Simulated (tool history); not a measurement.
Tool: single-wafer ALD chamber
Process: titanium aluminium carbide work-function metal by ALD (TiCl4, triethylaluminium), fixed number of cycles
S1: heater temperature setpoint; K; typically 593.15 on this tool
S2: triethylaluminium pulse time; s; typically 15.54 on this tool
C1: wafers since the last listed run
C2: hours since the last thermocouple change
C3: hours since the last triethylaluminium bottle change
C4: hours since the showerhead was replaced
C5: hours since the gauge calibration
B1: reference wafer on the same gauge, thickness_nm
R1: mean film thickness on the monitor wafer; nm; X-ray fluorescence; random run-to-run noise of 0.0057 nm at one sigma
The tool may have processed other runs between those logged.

run 1 day=0.000 | S1=593.15 S2=11.66 | C1=0 C2=11.2 C3=1131.3 C4=5961.2 C5=663.2 | B1=2.371 | R1=2.283
run 2 day=2.104 | S1=593.15 S2=15.54 | C1=628 C2=61.7 C3=1181.8 C4=6011.7 C5=713.7 | B1=2.371 | R1=2.298
-- day=2.667 triethylaluminium bottle replaced
run 3 day=4.492 | S1=593.15 S2=15.54 | C1=613 C2=119.0 C3=43.8 C4=6069.0 C5=771.0 | B1=2.371 | R1=2.286
run 4 day=6.625 | S1=593.15 S2=13.23 | C1=636 C2=170.2 C3=95.0 C4=6120.2 C5=822.2 | B1=2.375 | R1=2.276
run 5 day=9.504 | S1=593.15 S2=13.23 | C1=859 C2=239.3 C3=164.1 C4=6189.3 C5=891.3 | B1=2.377 | R1=2.281
run 6 day=10.912 | S1=593.15 S2=13.23 | C1=420 C2=273.1 C3=197.9 C4=6223.1 C5=925.1 | B1=2.379 | R1=2.291
run 7 day=12.879 | S1=593.15 S2=15.54 | C1=587 C2=320.3 C3=245.1 C4=6270.3 C5=972.3 | B1=2.382 | R1=2.306
run 8 day=17.212 | S1=593.15 S2=15.54 | C1=1293 C2=424.3 C3=349.1 C4=6374.3 C5=1076.3 | B1=2.384 | R1=2.307
run 9 day=18.646 | S1=593.15 S2=15.54 | C1=427 C2=458.7 C3=383.5 C4=6408.7 C5=1110.7 | B1=2.385 | R1=2.304
run 10 day=20.383 | S1=588.15 S2=15.54 | C1=518 C2=500.4 C3=425.2 C4=6450.4 C5=1152.4 | B1=2.390 | R1=2.254
-- day=22.567 gauge calibrated
run 11 day=23.267 | S1=588.15 S2=15.54 | C1=860 C2=569.6 C3=494.4 C4=6519.6 C5=16.8 | B1=2.357 | R1=2.224
run 12 day=25.521 | S1=599.15 S2=15.54 | C1=673 C2=623.7 C3=548.5 C4=6573.7 C5=70.9 | B1=2.358 | R1=2.346
run 13 day=28.188 | S1=599.15 S2=15.54 | C1=796 C2=687.7 C3=612.5 C4=6637.7 C5=134.9 | B1=2.358 | R1=2.341
-- day=30.854 showerhead replaced
run 14 day=30.875 | S1=599.15 S2=15.54 | C1=702 C2=752.2 C3=677.0 C4=0.5 C5=199.4 | B1=2.359 | R1=2.337
run 15 day=33.129 | S1=593.15 S2=17.45 | C1=673 C2=806.3 C3=731.1 C4=54.6 C5=253.5 | B1=2.359 | R1=2.285
run 16 day=35.708 | S1=605.15 S2=15.54 | C1=770 C2=868.2 C3=793.0 C4=116.5 C5=315.4 | B1=2.360 | R1=2.403
run 17 day=38.179 | S1=588.15 S2=15.54 | C1=737 C2=927.5 C3=852.3 C4=175.8 C5=374.7 | B1=2.361 | R1=2.234
run 18 day=44.758 | S1=597.15 S2=10.49 | C1=1964 C2=1085.4 C3=1010.2 C4=333.7 C5=532.6 | B1=2.362 | R1=2.297
run 19 day=46.646 | S1=582.15 S2=18.54 | C1=563 C2=1130.7 C3=1055.5 C4=379.0 C5=577.9 | B1=2.365 | R1=2.169
-- day=48.075 thermocouple changed; heater temperature recalibrated
run 20 day=48.612 | S1=589.15 S2=10.52 | C1=487 C2=12.9 C3=1102.7 C4=426.2 C5=625.1 | B1=2.366 | R1=2.217
-- day=50.629 triethylaluminium bottle replaced
run 21 day=50.650 | S1=602.15 S2=15.54 | C1=508 C2=61.8 C3=0.5 C4=475.1 C5=674.0 | B1=2.368 | R1=2.388
run 22 day=53.267 | S1=593.15 S2=15.54 | C1=781 C2=124.6 C3=63.3 C4=537.9 C5=736.8 | B1=2.371 | R1=2.289
run 23 day=54.438 | S1=603.15 S2=15.54 | C1=349 C2=152.7 C3=91.4 C4=566.0 C5=764.9 | B1=2.371 | R1=2.394
run 24 day=56.221 | S1=593.15 S2=15.54 | C1=532 C2=195.5 C3=134.2 C4=608.8 C5=807.7 | B1=2.373 | R1=2.298
run 25 day=57.950 | S1=593.15 S2=13.33 | C1=516 C2=237.0 C3=175.7 C4=650.3 C5=849.2 | B1=2.373 | R1=2.274
run 26 day=60.658 | S1=581.15 S2=17.55 | C1=808 C2=302.0 C3=240.7 C4=715.3 C5=914.2 | B1=2.377 | R1=2.168
run 27 day=63.379 | S1=586.15 S2=20.82 | C1=812 C2=367.3 C3=306.0 C4=780.6 C5=979.5 | B1=2.380 | R1=2.232
run 28 day=65.838 | S1=602.15 S2=20.15 | C1=733 C2=426.3 C3=365.0 C4=839.6 C5=1038.5 | B1=2.383 | R1=2.396
-- day=67.596 gauge calibrated
run 29 day=68.371 | S1=593.15 S2=9.52 | C1=756 C2=487.1 C3=425.8 C4=900.4 C5=18.6 | B1=2.359 | R1=2.246

The same runs without the tool's hidden state, with the same run-to-run variation:
The hidden state here: wafer temperature above the value expected at the setpoint (K); triethylaluminium dose above that of a fresh bottle (%); gauge reads high (%).
run=1 R1=2.274
run=2 R1=2.288
run=3 R1=2.273
run=4 R1=2.262
run=5 R1=2.265
run=6 R1=2.273
run=7 R1=2.286
run=8 R1=2.283
run=9 R1=2.278
run=10 R1=2.226
run=11 R1=2.225
run=12 R1=2.348
run=13 R1=2.342
run=14 R1=2.338
run=15 R1=2.286
run=16 R1=2.402
run=17 R1=2.232
run=18 R1=2.292
run=19 R1=2.164
run=20 R1=2.211
run=21 R1=2.380
run=22 R1=2.279
run=23 R1=2.383
run=24 R1=2.286
run=25 R1=2.261
run=26 R1=2.153
run=27 R1=2.214
run=28 R1=2.374
run=29 R1=2.247

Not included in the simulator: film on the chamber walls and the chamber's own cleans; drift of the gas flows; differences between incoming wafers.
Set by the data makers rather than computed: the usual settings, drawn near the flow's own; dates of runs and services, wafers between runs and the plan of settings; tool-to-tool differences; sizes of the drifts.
